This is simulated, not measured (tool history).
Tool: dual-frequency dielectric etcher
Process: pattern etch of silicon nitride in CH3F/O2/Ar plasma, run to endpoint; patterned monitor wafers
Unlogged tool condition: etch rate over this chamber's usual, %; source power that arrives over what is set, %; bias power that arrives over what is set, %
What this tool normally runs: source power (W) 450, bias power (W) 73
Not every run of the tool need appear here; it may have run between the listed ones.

run,hour,source power (W),bias power (W),wafers since the last listed run,hours since the last wet clean,hours since the last source power generator calibration,hours since the last bias power generator calibration,hours since the last upper electrode change,"incoming incoming film thickness, nm",endpoint time (s)
1,0.0,410,73,0,416.8,3594.2,2370.8,3539.6,31.96,45.3
# hour 45.9: wet clean of the chamber
2,46.4,410,73,167,0.5,3640.6,2417.2,3586.0,31.82,46.1
3,64.7,480,80,136,18.8,3658.9,2435.5,3604.3,31.70,42.9
4,85.7,480,80,156,39.8,3679.9,2456.5,3625.3,31.54,42.4
5,117.3,480,80,236,71.4,3711.5,2488.1,3656.9,31.90,42.6
6,133.9,420,80,124,88.0,3728.1,2504.7,3673.5,31.80,44.1
7,169.0,420,80,262,123.1,3763.2,2539.8,3708.6,31.87,44.2
8,263.1,450,73,703,217.2,3857.3,2633.9,3802.7,32.02,44.8
9,289.3,450,73,195,243.4,3883.5,2660.1,3828.9,31.54,43.8
10,305.2,430,73,118,259.3,3899.4,2676.0,3844.8,31.63,44.9
11,335.3,430,73,224,289.4,3929.5,2706.1,3874.9,31.67,44.4
12,363.9,450,73,213,318.0,3958.1,2734.7,3903.5,31.82,44.1
13,387.6,450,73,177,341.7,3981.8,2758.4,3927.2,31.67,43.9
14,410.3,450,73,169,364.4,4004.5,2781.1,3949.9,31.55,43.6
15,433.1,520,73,170,387.2,4027.3,2803.9,3972.7,31.63,41.4
# hour 449.0: source power generator calibrated
16,489.0,360,73,387,443.1,40.0,2859.8,4028.6,31.92,47.0
17,521.4,490,78,242,475.5,72.4,2892.2,4061.0,31.79,41.4
18,551.9,380,79,227,506.0,102.9,2922.7,4091.5,32.12,45.2
# hour 610.3: wet clean of the chamber
19,650.4,510,57,556,40.1,201.4,3021.2,4190.0,31.51,46.1
20,664.7,520,73,106,54.4,215.7,3035.5,4204.3,31.60,42.1
# hour 694.1: upper electrode replaced
21,694.6,500,60,44,84.3,245.6,3065.4,0.5,31.95,45.9
22,709.9,390,57,114,99.6,260.9,3080.7,15.8,31.76,50.6
23,729.0,530,68,142,118.7,280.0,3099.8,34.9,31.72,42.6
# hour 743.6: bias power generator calibrated
24,744.1,490,66,82,133.8,295.1,0.5,50.0,31.87,44.7
25,761.5,420,73,130,151.2,312.5,17.9,67.4,31.63,45.1
26,792.7,410,63,233,182.4,343.7,49.1,98.6,31.98,47.9
27,823.4,350,84,229,213.1,374.4,79.8,129.3,31.91,45.0
28,836.8,380,85,100,226.5,387.8,93.2,142.7,31.73,43.8
29,867.7,450,73,230,257.4,418.7,124.1,173.6,31.92,44.0
30,899.8,450,73,239,289.5,450.8,156.2,205.7,31.77,43.7
31,918.0,450,73,136,307.7,469.0,174.4,223.9,31.97,44.1
32,952.2,530,80,255,341.9,503.2,208.6,258.1,31.94,40.1
33,984.6,520,73,242,374.3,535.6,241.0,290.5,32.04,41.9
34,1006.4,500,64,162,396.1,557.4,262.8,312.3,31.61,43.9
35,1036.9,400,67,227,426.6,587.9,293.3,342.8,31.56,45.5

A few steps of endpoint time (s) between consecutive runs. Split each: what settings, incoming material and random variation would produce without the hidden state, and what is left over for the hidden state, along with gauge scatter present in only one of the two compared results (measured, and without hidden state):
Run 1 -> 2: wet clean of the chamber. endpoint time (s) +0.8: hidden state +1.3, all else -0.5.
Run 15 -> 16: source power (W) 520 -> 360, source power generator calibrated. endpoint time (s) +5.6: hidden state -0.3, all else +5.9.
Run 16 -> 17: source power (W) 360 -> 490, bias power (W) 73 -> 78. endpoint time (s) -5.6: hidden state +0.1, all else -5.7.
Run 18 -> 19: source power (W) 380 -> 510, bias power (W) 79 -> 57, wet clean of the chamber. endpoint time (s) +0.9: hidden state +1.0, all else -0.1.
Run 22 -> 23: source power (W) 390 -> 530, bias power (W) 57 -> 68. endpoint time (s) -8.0: hidden state +0.0, all else -8.0.

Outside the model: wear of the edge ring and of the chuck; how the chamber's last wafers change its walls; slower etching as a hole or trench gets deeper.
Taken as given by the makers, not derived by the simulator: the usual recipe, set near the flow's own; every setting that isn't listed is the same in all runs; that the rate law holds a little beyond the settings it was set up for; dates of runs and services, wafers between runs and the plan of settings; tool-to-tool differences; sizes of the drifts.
